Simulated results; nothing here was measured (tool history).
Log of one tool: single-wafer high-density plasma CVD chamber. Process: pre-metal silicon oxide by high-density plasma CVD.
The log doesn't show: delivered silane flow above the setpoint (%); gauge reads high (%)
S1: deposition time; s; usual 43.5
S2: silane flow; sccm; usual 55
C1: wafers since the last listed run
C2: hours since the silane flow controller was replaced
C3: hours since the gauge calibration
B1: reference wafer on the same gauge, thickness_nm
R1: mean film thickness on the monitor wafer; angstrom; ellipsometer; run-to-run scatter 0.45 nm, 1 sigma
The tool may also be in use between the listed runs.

{"run": 1, "hour": 0.0, "S1": 40.5, "S2": 55, "C1": 0, "C2": 4349.0, "C3": 507.9, "B1": 245.927, "R1": 2282.87}
{"hour": 16.7, "done": "gauge calibrated"}
{"run": 2, "hour": 21.1, "S1": 40.5, "S2": 55, "C1": 384, "C2": 4370.1, "C3": 4.4, "B1": 245.941, "R1": 2289.66}
{"run": 3, "hour": 44.5, "S1": 40.5, "S2": 55, "C1": 426, "C2": 4393.5, "C3": 27.8, "B1": 245.944, "R1": 2281.87}
{"run": 4, "hour": 61.1, "S1": 43.5, "S2": 61, "C1": 302, "C2": 4410.1, "C3": 44.4, "B1": 245.804, "R1": 2681.55}
{"run": 5, "hour": 92.6, "S1": 43.5, "S2": 55, "C1": 574, "C2": 4441.6, "C3": 75.9, "B1": 245.883, "R1": 2461.66}
{"run": 6, "hour": 124.8, "S1": 43.5, "S2": 55, "C1": 587, "C2": 4473.8, "C3": 108.1, "B1": 245.856, "R1": 2454.68}
{"run": 7, "hour": 141.2, "S1": 43.5, "S2": 55, "C1": 299, "C2": 4490.2, "C3": 124.5, "B1": 245.867, "R1": 2450.06}
{"run": 8, "hour": 158.2, "S1": 43.5, "S2": 55, "C1": 310, "C2": 4507.2, "C3": 141.5, "B1": 245.918, "R1": 2447.61}
{"run": 9, "hour": 191.5, "S1": 43.5, "S2": 55, "C1": 607, "C2": 4540.5, "C3": 174.8, "B1": 246.271, "R1": 2454.62}
{"run": 10, "hour": 284.3, "S1": 40.7, "S2": 55, "C1": 1692, "C2": 4633.3, "C3": 267.6, "B1": 246.07, "R1": 2299.92}
{"run": 11, "hour": 305.7, "S1": 40.7, "S2": 55, "C1": 390, "C2": 4654.7, "C3": 289.0, "B1": 245.996, "R1": 2291.85}
{"run": 12, "hour": 333.0, "S1": 43.5, "S2": 55, "C1": 497, "C2": 4682.0, "C3": 316.3, "B1": 246.103, "R1": 2452.41}
{"hour": 393.9, "done": "silane flow controller replaced"}
{"run": 13, "hour": 431.8, "S1": 43.5, "S2": 55, "C1": 1656, "C2": 37.9, "C3": 415.1, "B1": 245.878, "R1": 2589.2}
{"run": 14, "hour": 445.9, "S1": 43.5, "S2": 55, "C1": 257, "C2": 52.0, "C3": 429.2, "B1": 246.016, "R1": 2587.89}
{"run": 15, "hour": 478.4, "S1": 38.7, "S2": 62, "C1": 592, "C2": 84.5, "C3": 461.7, "B1": 245.957, "R1": 2543.86}
{"run": 16, "hour": 512.0, "S1": 39.8, "S2": 48, "C1": 612, "C2": 118.1, "C3": 495.3, "B1": 245.875, "R1": 2109.14}
{"run": 17, "hour": 547.1, "S1": 45.8, "S2": 59, "C1": 640, "C2": 153.2, "C3": 530.4, "B1": 245.998, "R1": 2882.63}
{"run": 18, "hour": 559.6, "S1": 37.5, "S2": 49, "C1": 227, "C2": 165.7, "C3": 542.9, "B1": 246.073, "R1": 2023.1}
{"hour": 564.1, "done": "gauge calibrated"}
{"run": 19, "hour": 582.7, "S1": 43.5, "S2": 55, "C1": 421, "C2": 188.8, "C3": 18.6, "B1": 246.253, "R1": 2577.29}
{"run": 20, "hour": 618.3, "S1": 43.5, "S2": 48, "C1": 649, "C2": 224.4, "C3": 54.2, "B1": 246.083, "R1": 2294.45}
{"run": 21, "hour": 686.3, "S1": 43.5, "S2": 47, "C1": 1240, "C2": 292.4, "C3": 122.2, "B1": 245.922, "R1": 2254.5}
{"run": 22, "hour": 708.3, "S1": 35.6, "S2": 49, "C1": 401, "C2": 314.4, "C3": 144.2, "B1": 246.149, "R1": 1913.39}
{"run": 23, "hour": 734.8, "S1": 35.0, "S2": 64, "C1": 483, "C2": 340.9, "C3": 170.7, "B1": 246.117, "R1": 2351.18}
{"run": 24, "hour": 767.2, "S1": 40.2, "S2": 63, "C1": 590, "C2": 373.3, "C3": 203.1, "B1": 246.026, "R1": 2676.48}

Below, some changes in R1 between adjacent runs. For each, the amount present without the hidden state too (settings, incoming material, random variation) and the amount remaining for the hidden state with gauge scatter not shared by both compared results:
Run 3 -> 4: S1 40.5 -> 43.5, S2 55 -> 61. R1 +399.68 angstrom: hidden state -22.36, all else +422.04.
Run 12 -> 13: silane flow controller replaced. R1 +136.79 angstrom: hidden state +131.86, all else +4.93.
Run 16 -> 17: S1 39.8 -> 45.8, S2 48 -> 59. R1 +773.49 angstrom: hidden state -5.03, all else +778.52.
Run 17 -> 18: S1 45.8 -> 37.5, S2 59 -> 49. R1 -859.53 angstrom: hidden state +4.39, all else -863.92.
